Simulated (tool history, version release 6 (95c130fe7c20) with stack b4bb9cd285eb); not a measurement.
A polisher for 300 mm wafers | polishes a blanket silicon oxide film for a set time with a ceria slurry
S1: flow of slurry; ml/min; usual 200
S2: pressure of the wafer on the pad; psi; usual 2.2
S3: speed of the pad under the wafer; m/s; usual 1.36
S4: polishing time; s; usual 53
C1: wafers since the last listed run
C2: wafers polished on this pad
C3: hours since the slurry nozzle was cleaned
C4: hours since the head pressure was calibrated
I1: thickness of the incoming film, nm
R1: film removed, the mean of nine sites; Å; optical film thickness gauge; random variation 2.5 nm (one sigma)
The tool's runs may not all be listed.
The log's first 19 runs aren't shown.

{"run": 20, "hour": 492.5, "S1": 200, "S2": 2.2, "S3": 1.36, "S4": 53, "C1": 435, "C2": 2501, "C3": 171.1, "C4": 242.8, "I1": 802.3, "R1": 1936}
{"run": 21, "hour": 520.9, "S1": 240, "S2": 2.2, "S3": 1.36, "S4": 36, "C1": 482, "C2": 2984, "C3": 199.5, "C4": 271.2, "I1": 805.3, "R1": 1318}
{"run": 22, "hour": 546.5, "S1": 270, "S2": 1.6, "S3": 1.8, "S4": 45, "C1": 435, "C2": 3419, "C3": 225.1, "C4": 296.8, "I1": 800.0, "R1": 1808}
{"hour": 563.1, "done": "worn pad replaced by a new one"}
{"run": 23, "hour": 566.3, "S1": 200, "S2": 2.5, "S3": 1.02, "S4": 47, "C1": 268, "C2": 55, "C3": 244.9, "C4": 316.6, "I1": 804.6, "R1": 1464}
{"hour": 586.2, "done": "slurry nozzle cleaned"}
{"run": 24, "hour": 591.1, "S1": 200, "S2": 2.7, "S3": 0.94, "S4": 61, "C1": 404, "C2": 459, "C3": 4.9, "C4": 341.4, "I1": 802.0, "R1": 1829}
{"run": 25, "hour": 619.6, "S1": 200, "S2": 1.8, "S3": 1.36, "S4": 53, "C1": 484, "C2": 944, "C3": 33.4, "C4": 369.9, "I1": 813.4, "R1": 1777}
{"run": 26, "hour": 650.2, "S1": 200, "S2": 2.2, "S3": 1.56, "S4": 71, "C1": 520, "C2": 1464, "C3": 64.0, "C4": 400.5, "I1": 802.4, "R1": 3080}
{"run": 27, "hour": 684.0, "S1": 250, "S2": 2.0, "S3": 1.58, "S4": 65, "C1": 574, "C2": 2038, "C3": 97.8, "C4": 434.3, "I1": 805.9, "R1": 2706}
{"run": 28, "hour": 713.6, "S1": 200, "S2": 2.2, "S3": 1.36, "S4": 53, "C1": 503, "C2": 2541, "C3": 127.4, "C4": 463.9, "I1": 801.4, "R1": 1931}
{"run": 29, "hour": 746.9, "S1": 200, "S2": 2.9, "S3": 1.36, "S4": 53, "C1": 565, "C2": 3107, "C3": 160.7, "C4": 497.2, "I1": 806.4, "R1": 2279}
{"run": 30, "hour": 761.5, "S1": 200, "S2": 1.5, "S3": 1.36, "S4": 66, "C1": 248, "C2": 3355, "C3": 175.3, "C4": 511.8, "I1": 806.9, "R1": 1863}
{"hour": 778.3, "done": "worn pad replaced by a new one"}
{"run": 31, "hour": 789.0, "S1": 200, "S2": 2.2, "S3": 1.36, "S4": 71, "C1": 399, "C2": 182, "C3": 202.8, "C4": 539.3, "I1": 796.6, "R1": 2778}
{"run": 32, "hour": 803.3, "S1": 200, "S2": 2.2, "S3": 1.6, "S4": 69, "C1": 243, "C2": 425, "C3": 217.1, "C4": 553.6, "I1": 805.6, "R1": 3088}
{"hour": 834.5, "done": "slurry nozzle cleaned"}
{"run": 33, "hour": 835.0, "S1": 160, "S2": 2.6, "S3": 1.36, "S4": 53, "C1": 521, "C2": 947, "C3": 0.5, "C4": 585.3, "I1": 788.9, "R1": 2151}
{"run": 34, "hour": 850.7, "S1": 200, "S2": 2.2, "S3": 1.36, "S4": 53, "C1": 266, "C2": 1214, "C3": 16.2, "C4": 601.0, "I1": 798.5, "R1": 1976}
{"run": 35, "hour": 879.1, "S1": 155, "S2": 2.2, "S3": 1.36, "S4": 53, "C1": 482, "C2": 1696, "C3": 44.6, "C4": 629.4, "I1": 818.0, "R1": 1898}
{"run": 36, "hour": 914.1, "S1": 150, "S2": 2.2, "S3": 1.36, "S4": 43, "C1": 594, "C2": 2291, "C3": 79.6, "C4": 664.4, "I1": 811.8, "R1": 1521}
{"run": 37, "hour": 940.4, "S1": 200, "S2": 2.2, "S3": 1.52, "S4": 34, "C1": 446, "C2": 2738, "C3": 105.9, "C4": 690.7, "I1": 793.0, "R1": 1388}
{"run": 38, "hour": 960.9, "S1": 200, "S2": 3.0, "S3": 1.36, "S4": 53, "C1": 348, "C2": 3087, "C3": 126.4, "C4": 711.2, "I1": 814.3, "R1": 2354}

3 ways to go on from here, each from the tool as it stands after run 38. What would each give?
{"run": "A", "hour": 961.3, "S1": 200, "S2": 2.2, "S3": 1.36, "S4": 53, "C1": 6, "C2": 3093, "C3": 126.8, "C4": 711.6, "I1": 812.2, "R1": "?"}
{"run": "B", "hour": 961.3, "S1": 250, "S2": 1.9, "S3": 1.36, "S4": 53, "C1": 6, "C2": 3093, "C3": 126.8, "C4": 711.6, "I1": 812.2, "R1": "?"}
{"run": "C", "hour": 961.3, "S1": 200, "S2": 1.6, "S3": 1.02, "S4": 53, "C1": 6, "C2": 3093, "C3": 126.8, "C4": 711.6, "I1": 812.2, "R1": "?"}

run=A R1=1888
run=B R1=1779
run=C R1=1178
Without the tool's hidden state the same runs would have given:
run=A R1=2037
run=B R1=1920
run=C R1=1271
